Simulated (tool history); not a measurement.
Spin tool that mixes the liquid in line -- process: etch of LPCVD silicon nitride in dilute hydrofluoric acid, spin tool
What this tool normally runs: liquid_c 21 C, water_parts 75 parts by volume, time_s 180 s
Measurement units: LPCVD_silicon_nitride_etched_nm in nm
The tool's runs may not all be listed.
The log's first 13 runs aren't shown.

run,day,liquid_c,water_parts,time_s,wafers since the last listed run,hours since the thermometer was replaced,hours since the hydrofluoric acid flow meter was replaced,hours since the gauge calibration,"read-back film thickness of the LPCVD silicon nitride reference wafer, read on the same gauge (nm)",LPCVD_silicon_nitride_etched_nm
14,44.958,21,75,115,540,368.7,1225.6,390.6,70.032,0.674
# day 46.342: hydrofluoric acid flow meter replaced
15,47.992,17.5,75,180,449,441.5,39.6,463.4,70.019,0.901
16,51.558,21,75,180,535,527.1,125.2,549,70.01,1.046
17,53.679,22.5,75,105,318,578,176.1,599.9,70.022,0.722
18,56.767,24.5,100,260,463,652.1,250.2,674,69.996,1.515
19,59.825,19,100,290,459,725.5,323.6,747.4,70.002,1.131
20,62.521,25.5,75,120,404,790.2,388.3,812.1,70.004,0.929
21,71.058,21,75,255,1282,995.1,593.2,1017,70.001,1.527
22,73.712,21,75,180,398,1058.8,656.9,1080.7,70.017,1.024
23,76.438,17.5,40,100,409,1124.2,722.3,1146.1,69.981,0.838
# day 79.112: thermometer replaced
24,80.629,23.5,55,180,623,36.4,822.9,1246.7,70.04,1.613
25,84.675,24,55,180,607,133.5,920,1343.8,70.02,1.792
26,87.138,21,100,270,369,192.6,979.1,1402.9,69.99,1.21

The next listed run, before its measurement:
27,90.433,18.5,100,275,495,271.7,1058.2,1482,?,?

{"run 27": {"read-back film thickness of the LPCVD silicon nitride reference wafer, read on the same gauge (nm)": 69.981, "LPCVD_silicon_nitride_etched_nm": 1.031}}
Had the tool carried no hidden state, the very same run would have given LPCVD_silicon_nitride_etched_nm 1.031 nm.
